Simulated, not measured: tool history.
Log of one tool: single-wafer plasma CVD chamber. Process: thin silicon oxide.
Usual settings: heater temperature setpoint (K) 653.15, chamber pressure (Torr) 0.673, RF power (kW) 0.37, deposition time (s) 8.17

run,hour,heater temperature setpoint (K),chamber pressure (Torr),RF power (kW),deposition time (s),wafers since the last listed run,hours since the last thermocouple change,hours since the last RF generator calibration,hours since the last manometer calibration,hours since the showerhead was replaced,hours since the gauge calibration,"read-back reference wafer on the same gauge, thickness_nm",mean film thickness on the monitor wafer (angstrom)
1,0,653.15,0.673,0.37,8.17,0,1741.7,636.6,879.6,2261.7,278.2,17.882,157.07
2,23,653.15,0.673,0.37,8.17,355,1764.7,659.6,902.6,2284.7,301.2,17.882,157.16
3,51.6,653.15,0.673,0.37,8.17,441,1793.3,688.2,931.2,2313.3,329.8,17.89,158.29
4,63.7,653.15,0.673,0.37,8.17,186,1805.4,700.3,943.3,2325.4,341.9,17.879,159.01
# hour 93.1: showerhead replaced
5,93.6,653.15,0.673,0.37,8.17,338,1835.3,730.2,973.2,0.5,371.8,17.894,157.54
6,111.4,653.15,0.673,0.37,8.17,274,1853.1,748,991,18.3,389.6,17.9,159.76
7,129.9,653.15,0.673,0.37,8.17,285,1871.6,766.5,1009.5,36.8,408.1,17.878,159.45
8,150.7,653.15,0.673,0.37,8.17,321,1892.4,787.3,1030.3,57.6,428.9,17.882,158.94
# hour 170.8: gauge calibrated
9,176.4,653.15,0.673,0.37,8.17,396,1918.1,813,1056,83.3,5.6,17.926,160.2
10,190.5,668.15,0.673,0.37,9.25,217,1932.2,827.1,1070.1,97.4,19.7,17.907,178.89
11,220.9,653.15,0.673,0.37,7.22,469,1962.6,857.5,1100.5,127.8,50.1,17.895,141.02
12,251.9,653.15,0.673,0.37,8.17,478,1993.6,888.5,1131.5,158.8,81.1,17.909,161.41
# hour 280.8: thermocouple changed; heater temperature recalibrated
13,281.3,653.15,0.609,0.37,6.94,330,0.5,917.9,1160.9,188.2,110.5,17.894,125.93
14,312,653.15,0.673,0.37,8.17,474,31.2,948.6,1191.6,218.9,141.2,17.894,162.78
# hour 324.8: capacitance manometer re-zeroed and calibrated
15,325.3,661.15,0.673,0.37,8.17,81,44.5,961.9,0.5,232.2,154.5,17.909,149.86
16,349.6,653.15,0.673,0.4,8.17,375,68.8,986.2,24.8,256.5,178.8,17.915,156.22
# hour 368.8: RF generator calibrated
17,369.3,653.15,0.673,0.37,8.17,180,88.5,0.5,44.5,276.2,198.5,17.902,150
18,376.4,658.15,0.581,0.4,8.66,109,95.6,7.6,51.6,283.3,205.6,17.909,145.97
19,399.6,653.15,0.673,0.37,8.17,358,118.8,30.8,74.8,306.5,228.8,17.871,149.94
20,416.3,648.15,0.505,0.34,6.58,257,135.5,47.5,91.5,323.2,245.5,17.916,92.63
21,437.4,653.15,0.673,0.43,8.17,325,156.6,68.6,112.6,344.3,266.6,17.937,160.88
22,462.6,664.15,0.762,0.37,8.17,389,181.8,93.8,137.8,369.5,291.8,17.895,167.02
23,477,659.15,0.673,0.435,8.17,222,196.2,108.2,152.2,383.9,306.2,17.888,160.49
24,489.9,653.15,0.673,0.345,6.64,199,209.1,121.1,165.1,396.8,319.1,17.906,118.43
25,518,663.15,0.673,0.395,9.14,434,237.2,149.2,193.2,424.9,347.2,17.9,172.4
26,550.2,653.15,0.673,0.37,8.17,497,269.4,181.4,225.4,457.1,379.4,17.919,149.91
# hour 580.7: gauge calibrated
27,582.9,661.15,0.53,0.43,7.51,505,302.1,214.1,258.1,489.8,2.2,17.897,120.78
28,604.6,657.15,0.673,0.37,8.17,335,323.8,235.8,279.8,511.5,23.9,17.92,151.75

Give the tool's hidden conditions for every run:
wafer temperature above the value expected at the setpoint (K): 0 across all the runs
delivered RF power above the setpoint (%): 0 across all the runs
gauge reads high (%): 0 across all the runs
H1: true pressure above the setpoint (%)
run,H1
1,5.33
2,5.56
3,5.86
4,5.99
5,6.32
6,6.51
7,6.73
8,6.97
9,7.27
10,7.44
11,7.82
12,8.21
13,8.6
14,9.01
15,0.0391
16,0.0426
17,0.0504
18,0.0543
19,0.071
20,0.0868
21,0.111
22,0.147
23,0.171
24,0.194
25,0.252
26,0.328
27,0.418
28,0.485
